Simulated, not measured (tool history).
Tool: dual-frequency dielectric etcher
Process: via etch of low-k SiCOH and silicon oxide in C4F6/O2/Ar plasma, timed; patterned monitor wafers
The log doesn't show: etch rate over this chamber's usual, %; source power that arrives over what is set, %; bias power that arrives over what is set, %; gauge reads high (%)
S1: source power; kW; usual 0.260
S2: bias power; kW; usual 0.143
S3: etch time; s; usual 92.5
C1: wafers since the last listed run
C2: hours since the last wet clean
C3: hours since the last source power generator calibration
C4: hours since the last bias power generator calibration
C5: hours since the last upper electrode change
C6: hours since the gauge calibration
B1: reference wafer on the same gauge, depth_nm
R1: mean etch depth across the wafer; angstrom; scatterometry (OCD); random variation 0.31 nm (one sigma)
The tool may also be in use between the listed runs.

run	hour	S1	S2	S3	C1	C2	C3	C4	C5	C6	B1	R1
1	0.0	0.260	0.143	92.5	0	298.0	4898.7	3890.7	2892.0	47.2	218.2	2007
2	17.4	0.260	0.143	92.5	168	315.4	4916.1	3908.1	2909.4	64.6	217.9	2010
3	51.5	0.230	0.143	85.0	330	349.5	4950.2	3942.2	2943.5	98.7	218.0	1750
4	84.0	0.230	0.143	85.0	315	382.0	4982.7	3974.7	2976.0	131.2	218.0	1748
5	111.2	0.230	0.143	85.0	263	409.2	5009.9	4001.9	3003.2	158.4	218.0	1748
6	129.1	0.260	0.143	92.5	173	427.1	5027.8	4019.8	3021.1	176.3	218.1	2002
7	152.9	0.260	0.143	92.5	230	450.9	5051.6	4043.6	3044.9	200.1	218.0	1999
8	174.1	0.260	0.143	92.5	205	472.1	5072.8	4064.8	3066.1	221.3	217.8	2002
# hour 194.1: source power generator calibrated
# hour 205.8: gauge calibrated
# hour 213.0: upper electrode replaced
9	213.5	0.260	0.122	92.5	160	511.5	19.4	4104.2	0.5	7.7	218.0	1881
10	221.3	0.300	0.169	67.0	75	519.3	27.2	4112.0	8.3	15.5	217.9	1632
11	234.8	0.260	0.143	81.5	130	532.8	40.7	4125.5	21.8	29.0	218.0	1756
12	256.7	0.260	0.143	92.5	212	554.7	62.6	4147.4	43.7	50.9	217.9	1992
# hour 268.3: bias power generator calibrated
# hour 292.2: wet clean of the chamber
13	292.7	0.210	0.108	84.5	77	0.5	98.6	24.4	79.7	86.9	217.9	1527
14	347.4	0.280	0.153	105.5	530	55.2	153.3	79.1	134.4	141.6	217.8	2449
15	376.2	0.240	0.118	92.5	279	84.0	182.1	107.9	163.2	170.4	218.1	1827

The tool's hidden state at each run:
source power that arrives over what is set, %: 0 in every run
bias power that arrives over what is set, %: 0 in every run
gauge reads high (%): 0 in every run
H1: etch rate over this chamber's usual, %
run	H1
1	-1.25
2	-1.33
3	-1.49
4	-1.65
5	-1.77
6	-1.86
7	-1.97
8	-2.07
9	-2.25
10	-2.29
11	-2.35
12	-2.46
13	-0.096
14	-0.353
15	-0.488
